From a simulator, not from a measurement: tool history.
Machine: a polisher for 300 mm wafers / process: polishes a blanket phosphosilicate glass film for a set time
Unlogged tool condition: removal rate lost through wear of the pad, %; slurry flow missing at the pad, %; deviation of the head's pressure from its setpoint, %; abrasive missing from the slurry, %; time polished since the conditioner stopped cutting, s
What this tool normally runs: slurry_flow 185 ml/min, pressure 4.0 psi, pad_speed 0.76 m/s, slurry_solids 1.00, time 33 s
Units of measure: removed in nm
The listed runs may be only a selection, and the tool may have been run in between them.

run	hour	slurry_flow	pressure	pad_speed	slurry_solids	time	wafers since the last listed run	wafers polished on this pad	hours since the slurry nozzle was cleaned	hours since the head pressure was calibrated	hours since the slurry blender was calibrated	hours since the conditioning disc was replaced	incoming thickness of the incoming film, nm	removed
1	0.0	185	4.0	0.76	1.00	28	0	189	433.6	1346.7	381.0	83.4	3103.4	202.2
2	16.1	185	4.0	0.76	1.00	28	199	389	449.7	1362.8	397.1	99.5	3153.4	201.3
3	30.0	185	4.0	0.76	1.00	33	172	562	463.6	1376.7	411.0	113.4	3178.7	241.3
# hour 34.6: conditioning disc replaced and pad reconditioned
4	39.5	185	4.0	0.76	1.00	33	93	655	473.1	1386.2	420.5	4.9	3143.5	246.1
5	46.8	185	4.0	0.76	1.20	33	90	745	480.4	1393.5	427.8	12.2	3111.5	258.5
6	62.9	185	4.0	0.76	1.20	33	199	945	496.5	1409.6	443.9	28.3	3172.9	258.8
# hour 67.1: slurry blender recalibrated
7	71.1	185	4.0	0.76	1.00	33	77	1022	504.7	1417.8	4.0	36.5	3072.0	243.7
# hour 87.9: worn pad replaced by a new one
8	88.4	185	4.0	0.76	1.00	28	165	6	522.0	1435.1	21.3	53.8	3063.7	201.2
9	96.0	185	4.0	0.96	1.00	27	94	100	529.6	1442.7	28.9	61.4	3125.0	233.5
10	108.5	185	2.8	0.66	1.10	33	155	255	542.1	1455.2	41.4	73.9	3172.7	163.1
11	120.0	185	4.0	0.76	1.00	33	142	398	553.6	1466.7	52.9	85.4	3112.5	245.6
12	132.1	185	4.0	0.76	1.00	33	150	548	565.7	1478.8	65.0	97.5	3100.8	238.4
13	143.4	220	2.8	0.76	0.80	33	140	689	577.0	1490.1	76.3	108.8	3169.4	158.3
# hour 157.8: head pressure recalibrated
14	158.3	185	4.0	0.76	1.20	33	160	849	591.9	0.5	91.2	123.7	3100.9	255.2
# hour 167.5: conditioning disc replaced and pad reconditioned
15	170.1	155	4.6	0.76	1.00	33	121	971	603.7	12.3	103.0	2.6	3139.9	282.1
16	181.1	185	4.0	0.76	1.00	28	136	1107	614.7	23.3	114.0	13.6	3073.3	208.9
# hour 184.9: slurry nozzle cleaned
# hour 188.7: worn pad replaced by a new one
17	193.4	155	4.0	0.76	1.00	33	93	58	8.5	35.6	126.3	25.9	3082.5	242.4
18	201.4	125	4.5	0.76	1.20	33	99	157	16.5	43.6	134.3	33.9	3107.5	277.6
19	218.2	185	4.0	0.76	1.00	33	208	366	33.3	60.4	151.1	50.7	3061.9	238.9
20	226.0	185	4.0	0.76	1.00	33	96	463	41.1	68.2	158.9	58.5	3067.9	241.0
21	233.0	130	4.0	0.98	0.90	33	86	550	48.1	75.2	165.9	65.5	3129.3	256.5
22	244.1	225	4.0	0.76	1.00	33	137	687	59.2	86.3	177.0	76.6	3110.6	244.5
23	259.9	165	4.0	0.76	1.25	42	196	884	75.0	102.1	192.8	92.4	3187.0	330.8
24	266.2	185	4.0	0.62	1.00	33	78	962	81.3	108.4	199.1	98.7	3143.2	204.9
# hour 268.9: conditioning disc replaced and pad reconditioned
25	278.7	185	3.3	0.76	1.00	33	130	1092	93.8	120.9	211.6	9.8	3126.3	209.9
26	289.2	185	4.6	0.76	0.85	33	130	1223	104.3	131.4	222.1	20.3	3080.9	256.1
# hour 294.1: worn pad replaced by a new one
27	304.2	160	4.4	0.92	0.70	33	136	126	119.3	146.4	237.1	35.3	3118.4	260.4

List, for all runs, the conditions of the tool that the log does not record:
removal rate lost through wear of the pad, %: 0 at every run
slurry flow missing at the pad, %: 0 at every run
deviation of the head's pressure from its setpoint, %: 0 at every run
abrasive missing from the slurry, %: 0 at every run
H1: time polished since the conditioner stopped cutting, s
run	H1
1	124
2	130
3	133
4	26.2
5	46
6	78.7
7	90.9
8	110
9	116
10	123
11	129
12	133
13	135
14	138
15	22.1
16	52.3
17	77.5
18	90.2
19	110
20	116
21	121
22	128
23	134
24	136
25	37.3
26	61.5
27	86.6
